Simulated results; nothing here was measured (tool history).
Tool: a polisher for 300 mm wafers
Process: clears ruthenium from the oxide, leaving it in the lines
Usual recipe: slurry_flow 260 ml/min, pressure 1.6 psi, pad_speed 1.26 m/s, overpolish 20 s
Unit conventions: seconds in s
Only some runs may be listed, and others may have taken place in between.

| run | hour | slurry_flow | pressure | pad_speed | overpolish | wafers since the last listed run | wafers polished on this pad | hours since the slurry nozzle was cleaned | hours since the head pressure was calibrated | incoming thickness of the incoming film, nm | seconds |
|---|---|---|---|---|---|---|---|---|---|---|---|
| 1 | 0 | 260 | 1.6 | 1.26 | 20 | 0 | 1164 | 338.3 | 453.2 | 191.2 | 176.3 |
| 2 | 13.1 | 260 | 1.6 | 1.26 | 20 | 67 | 1232 | 351.4 | 466.3 | 191.2 | 177 |
| 3 | 33.2 | 260 | 1.6 | 1.26 | 20 | 103 | 1336 | 371.5 | 486.4 | 193 | 185.4 |
| 4 | 47.5 | 260 | 1.6 | 1.26 | 13 | 73 | 1410 | 385.8 | 500.7 | 189.5 | 184.8 |
|  | 56.8 | worn pad replaced by a new one |
| 5 | 78.9 | 260 | 1.6 | 1.06 | 20 | 141 | 114 | 417.2 | 532.1 | 193.1 | 190.7 |
| 6 | 110 | 260 | 1.6 | 1.26 | 20 | 160 | 275 | 448.3 | 563.2 | 193.2 | 165.7 |
| 7 | 134.6 | 190 | 1.4 | 1.26 | 20 | 127 | 402 | 472.9 | 587.8 | 189.4 | 185.5 |
| 8 | 160.1 | 190 | 1.4 | 1.26 | 20 | 131 | 533 | 498.4 | 613.3 | 191.9 | 189.1 |
| 9 | 188.4 | 190 | 1.4 | 1.26 | 20 | 146 | 680 | 526.7 | 641.6 | 187.3 | 182 |
| 10 | 210.1 | 260 | 1.6 | 1.26 | 14 | 112 | 792 | 548.4 | 663.3 | 188.5 | 164.6 |
| 11 | 239.4 | 260 | 1.6 | 1.16 | 20 | 151 | 943 | 577.7 | 692.6 | 190.8 | 181 |
| 12 | 272.6 | 260 | 1.6 | 1.26 | 20 | 171 | 1115 | 610.9 | 725.8 | 186.3 | 169.3 |
| 13 | 287.8 | 260 | 1.6 | 1.26 | 28 | 78 | 1193 | 626.1 | 741 | 191.3 | 174.5 |
| 14 | 313 | 260 | 1.6 | 1.26 | 28 | 130 | 1323 | 651.3 | 766.2 | 192.1 | 171.6 |
| 15 | 346 | 260 | 1.6 | 1.26 | 28 | 170 | 1494 | 684.3 | 799.2 | 193.5 | 177.9 |
|  | 358.7 | worn pad replaced by a new one |
| 16 | 377 | 260 | 1.6 | 1.26 | 20 | 139 | 94 | 715.3 | 830.2 | 188.6 | 154.9 |
| 17 | 399.4 | 260 | 1.6 | 1.26 | 20 | 115 | 210 | 737.7 | 852.6 | 189.2 | 151.7 |
|  | 480.1 | head pressure recalibrated |
| 18 | 499.5 | 190 | 1.6 | 1.26 | 20 | 506 | 717 | 837.8 | 19.4 | 189.7 | 180.5 |
| 19 | 520.7 | 260 | 2.1 | 1.26 | 20 | 109 | 826 | 859 | 40.6 | 189.4 | 144.8 |
|  | 529.2 | slurry nozzle cleaned |
| 20 | 549.5 | 220 | 2 | 1.26 | 20 | 143 | 970 | 20.3 | 69.4 | 188.4 | 153.5 |
| 21 | 582.5 | 260 | 1.6 | 1.26 | 28 | 170 | 1141 | 53.3 | 102.4 | 192.9 | 184.2 |
| 22 | 596.8 | 190 | 2.2 | 1.48 | 11 | 73 | 1214 | 67.6 | 116.7 | 190.2 | 128.1 |
|  | 626.5 | worn pad replaced by a new one |
| 23 | 668.4 | 305 | 1.6 | 1.26 | 20 | 349 | 216 | 139.2 | 188.3 | 189.5 | 162.3 |
| 24 | 699.1 | 260 | 1.6 | 1.26 | 12 | 158 | 374 | 169.9 | 219 | 189.9 | 164.6 |
| 25 | 719.5 | 325 | 1.6 | 1.26 | 20 | 105 | 480 | 190.3 | 239.4 | 186.8 | 157.9 |
| 26 | 754.8 | 340 | 2.1 | 1.06 | 16 | 182 | 662 | 225.6 | 274.7 | 191.5 | 167.4 |
| 27 | 780.2 | 200 | 2 | 1.1 | 20 | 131 | 794 | 251 | 300.1 | 190 | 171 |
| 28 | 806 | 260 | 1.6 | 1.26 | 20 | 133 | 927 | 276.8 | 325.9 | 189.2 | 171.1 |
| 29 | 826.4 | 180 | 1.1 | 1.38 | 20 | 105 | 1032 | 297.2 | 346.3 | 190 | 216.1 |
| 30 | 856 | 195 | 1.6 | 1.26 | 20 | 152 | 1185 | 326.8 | 375.9 | 188.1 | 182.2 |
| 31 | 890.5 | 225 | 1.6 | 0.86 | 31 | 178 | 1363 | 361.3 | 410.4 | 192.4 | 270.1 |
|  | 903.4 | worn pad replaced by a new one |
| 32 | 903.9 | 260 | 1.1 | 1.26 | 16 | 48 | 2 | 374.7 | 423.8 | 191.4 | 207.2 |
| 33 | 923.6 | 260 | 1.6 | 1.26 | 20 | 101 | 104 | 394.4 | 443.5 | 190 | 160.6 |
| 34 | 946.2 | 260 | 1.6 | 1.26 | 20 | 116 | 220 | 417 | 466.1 | 192.6 | 163.9 |

3 options for the next run, each taken on its own from the tool as it stands now. Forecast them:
| A | 946.7 | 260 | 1.6 | 1.26 | 20 | 2 | 223 | 417.5 | 466.6 | 189.2 | ? |
| B | 946.7 | 260 | 1.4 | 1.26 | 31 | 2 | 223 | 417.5 | 466.6 | 189.2 | ? |
| C | 946.7 | 260 | 1.6 | 1.12 | 20 | 2 | 223 | 417.5 | 466.6 | 189.2 | ? |

| run | seconds |
|---|---|
| A | 166.6 |
| B | 182.1 |
| C | 187.4 |
Had the tool no hidden state, the same runs would have come out as:
| run | seconds |
|---|---|
| A | 162.9 |
| B | 178.1 |
| C | 183.3 |
